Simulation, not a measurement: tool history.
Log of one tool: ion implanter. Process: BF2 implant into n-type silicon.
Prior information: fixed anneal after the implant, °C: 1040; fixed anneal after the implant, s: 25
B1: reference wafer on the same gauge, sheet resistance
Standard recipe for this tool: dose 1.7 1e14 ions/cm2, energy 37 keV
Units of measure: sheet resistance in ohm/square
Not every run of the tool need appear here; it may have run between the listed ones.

Run 1, hour 0: usual settings; B1 637.15. Result: sheet resistance 561.29 ohm/square.
Run 2, hour 26.3: usual settings; B1 636.48. Result: sheet resistance 561.22 ohm/square.
Run 3, hour 96.6: usual settings; B1 636.58. Result: sheet resistance 563.21 ohm/square.
Run 4, hour 143.2: usual settings; B1 636.92. Result: sheet resistance 562.69 ohm/square.
Run 5, hour 212.5: usual settings but energy 43 keV; B1 634.54. Result: sheet resistance 549.02 ohm/square.
Run 6, hour 259: usual settings but dose 1.49 1e14 ions/cm2; B1 635.89. Result: sheet resistance 625.47 ohm/square.
Run 7, hour 302.5: usual settings but dose 1.49 1e14 ions/cm2; B1 636.77. Result: sheet resistance 626.96 ohm/square.
Run 8, hour 362: usual settings but dose 1.49 1e14 ions/cm2; B1 635.44. Result: sheet resistance 624.97 ohm/square.
Run 9, hour 431.4: usual settings; B1 636.09. Result: sheet resistance 558.41 ohm/square.
Run 10, hour 607.2: usual settings but dose 1.31 1e14 ions/cm2; B1 636.21. Result: sheet resistance 697.66 ohm/square.
Run 11, hour 674: usual settings but energy 29 keV; B1 634.47. Result: sheet resistance 579.14 ohm/square.
Run 12, hour 729.8: usual settings but energy 29 keV; B1 636.11. Result: sheet resistance 572.62 ohm/square.
Run 13, hour 781.7: usual settings; B1 634.4. Result: sheet resistance 563.81 ohm/square.
Run 14, hour 818: usual settings; B1 634.41. Result: sheet resistance 562.14 ohm/square.
Run 15, hour 855.7: usual settings; B1 635.96. Result: sheet resistance 561.87 ohm/square.
Run 16, hour 910.6: usual settings; B1 636.33. Result: sheet resistance 562.22 ohm/square.
Run 17, hour 955.8: usual settings but dose 2.11 1e14 ions/cm2, energy 24 keV; B1 635.33. Result: sheet resistance 493.23 ohm/square.
Run 18, hour 994: usual settings but dose 1.28 1e14 ions/cm2, energy 46 keV; B1 636.29. Result: sheet resistance 694.93 ohm/square.
Run 19, hour 1030.4: usual settings but energy 25 keV; B1 635.07. Result: sheet resistance 587.78 ohm/square.
Run 20, hour 1063.6: usual settings but dose 1.22 1e14 ions/cm2; B1 635. Result: sheet resistance 736.5 ohm/square.
Run 21, hour 1118: usual settings but dose 1.49 1e14 ions/cm2; B1 635.96. Result: sheet resistance 626.3 ohm/square.
Run 22, hour 1148.5: usual settings but dose 2.02 1e14 ions/cm2, energy 43 keV; B1 636.1. Result: sheet resistance 476.42 ohm/square.
Run 23, hour 1202.7: usual settings; B1 635.73. Result: sheet resistance 564.44 ohm/square.
Run 24, hour 1240.7: usual settings; B1 637.02. Result: sheet resistance 559.81 ohm/square.
Run 25, hour 1285.5: usual settings but energy 47 keV; B1 635.56. Result: sheet resistance 544.28 ohm/square.
Run 26, hour 1336.7: usual settings but dose 1.23 1e14 ions/cm2, energy 31 keV; B1 635.55. Result: sheet resistance 748.91 ohm/square.
Run 27, hour 1385: usual settings but dose 1.27 1e14 ions/cm2; B1 636.79. Result: sheet resistance 713.28 ohm/square.
Run 28, hour 1418.5: usual settings; B1 635.63. Result: sheet resistance 564.17 ohm/square.
Run 29, hour 1442.9: usual settings but dose 2.04 1e14 ions/cm2, energy 47.5 keV; B1 635.76. Result: sheet resistance 468.2 ohm/square.
Run 30, hour 1470.5: usual settings but dose 1.27 1e14 ions/cm2, energy 26 keV; B1 636. Result: sheet resistance 747.74 ohm/square.

The log once held 4 entries between its listed runs, left out of this copy. Where does each go, and what is different about the tool's unlogged condition between the listed run before it and the listed run after it?
Run 9 -> run 10: Faraday cup replaced and dose calibrated (hour 503.5)
  no difference in the tool's unlogged condition between these two runs
Run 11 -> run 12: extraction supply calibrated (hour 719.3)
  no difference in the tool's unlogged condition between these two runs
Run 17 -> run 18: gauge calibrated (hour 962.7)
  no difference in the tool's unlogged condition between these two runs
Run 24 -> run 25: Faraday cup replaced and dose calibrated (hour 1271)
  no difference in the tool's unlogged condition between these two runs
